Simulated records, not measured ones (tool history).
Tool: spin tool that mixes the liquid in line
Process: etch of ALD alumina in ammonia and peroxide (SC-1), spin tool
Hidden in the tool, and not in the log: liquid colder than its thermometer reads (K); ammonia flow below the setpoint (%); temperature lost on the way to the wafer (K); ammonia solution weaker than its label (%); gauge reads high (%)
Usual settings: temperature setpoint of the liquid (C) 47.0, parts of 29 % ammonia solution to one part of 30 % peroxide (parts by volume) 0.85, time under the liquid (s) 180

run,day,temperature setpoint of the liquid (C),parts of 29 % ammonia solution to one part of 30 % peroxide (parts by volume),time under the liquid (s),wafers since the last listed run,hours since the thermometer was replaced,hours since the ammonia flow meter was replaced,hours since the heated supply line was repaired,hours since the drum of ammonia solution was connected,hours since the gauge calibration,"read-back film thickness of the ALD alumina reference wafer, read on the same gauge (nm)",thickness taken off the ALD alumina on a monitor wafer (Å)
1,0.000,47.0,0.85,180,0,2512.2,44.0,902.4,1057.7,423.2,139.96,79.9
2,1.296,43.0,0.85,205,245,2543.3,75.1,933.5,1088.8,454.3,140.01,72.0
# day 1.508: thermometer replaced
3,3.296,43.0,0.85,205,370,42.9,123.1,981.5,1136.8,502.3,139.99,72.4
4,4.488,47.0,1.00,95,225,71.5,151.7,1010.1,1165.4,530.9,140.01,42.7
# day 4.812: new drum of ammonia solution connected
5,5.646,47.0,1.00,95,211,99.3,179.5,1037.9,20.0,558.7,139.99,42.8
6,7.758,47.0,1.00,95,399,150.0,230.2,1088.6,70.7,609.4,140.01,42.6
7,10.167,47.0,0.85,180,455,207.8,288.0,1146.4,128.5,667.2,139.99,79.5
8,12.904,44.5,1.00,290,518,273.5,353.7,1212.1,194.2,732.9,139.97,113.0
9,15.250,47.0,1.20,180,444,329.8,410.0,1268.4,250.5,789.2,140.00,82.9
10,17.004,47.0,0.85,180,332,371.9,452.1,1310.5,292.6,831.3,140.02,80.0
11,19.971,47.0,1.00,180,561,443.1,523.3,1381.7,363.8,902.5,140.00,81.0
12,21.767,47.0,0.85,180,339,486.2,566.4,1424.8,406.9,945.6,140.03,80.2
13,24.312,43.5,0.85,180,481,547.3,627.5,1485.9,468.0,1006.7,140.00,65.6
# day 26.342: gauge calibrated
# day 26.492: heated supply line repaired
14,27.004,55.0,0.95,250,501,611.9,692.1,12.3,532.6,15.9,139.99,173.4
# day 27.692: ammonia flow meter replaced
15,29.008,47.0,1.00,95,371,660.0,31.6,60.4,580.7,64.0,140.02,42.9
16,30.729,40.5,0.85,75,325,701.3,72.9,101.7,622.0,105.3,140.00,22.8
17,33.288,42.0,0.60,80,484,762.7,134.3,163.1,683.4,166.7,140.01,25.6
18,34.667,47.0,0.85,180,261,795.8,167.4,196.2,716.5,199.8,139.99,79.9
19,35.800,47.0,1.00,140,214,823.0,194.6,223.4,743.7,227.0,140.00,63.0
20,38.575,47.0,0.85,180,525,889.6,261.2,290.0,810.3,293.6,140.01,79.5
21,41.296,43.0,0.75,180,515,954.9,326.5,355.3,875.6,358.9,139.99,62.8
22,43.550,47.0,0.85,140,426,1009.0,380.6,409.4,929.7,413.0,140.01,62.1
23,46.475,39.0,0.85,105,553,1079.2,450.8,479.6,999.9,483.2,140.02,29.4
24,49.575,43.0,0.50,140,586,1153.6,525.2,554.0,1074.3,557.6,139.98,47.0

What the log doesn't show, run by run:
liquid colder than its thermometer reads (K): 0 in every run
ammonia flow below the setpoint (%): 0 in every run
temperature lost on the way to the wafer (K): 0 in every run
ammonia solution weaker than its label (%): 0 in every run
gauge reads high (%): 0 in every run
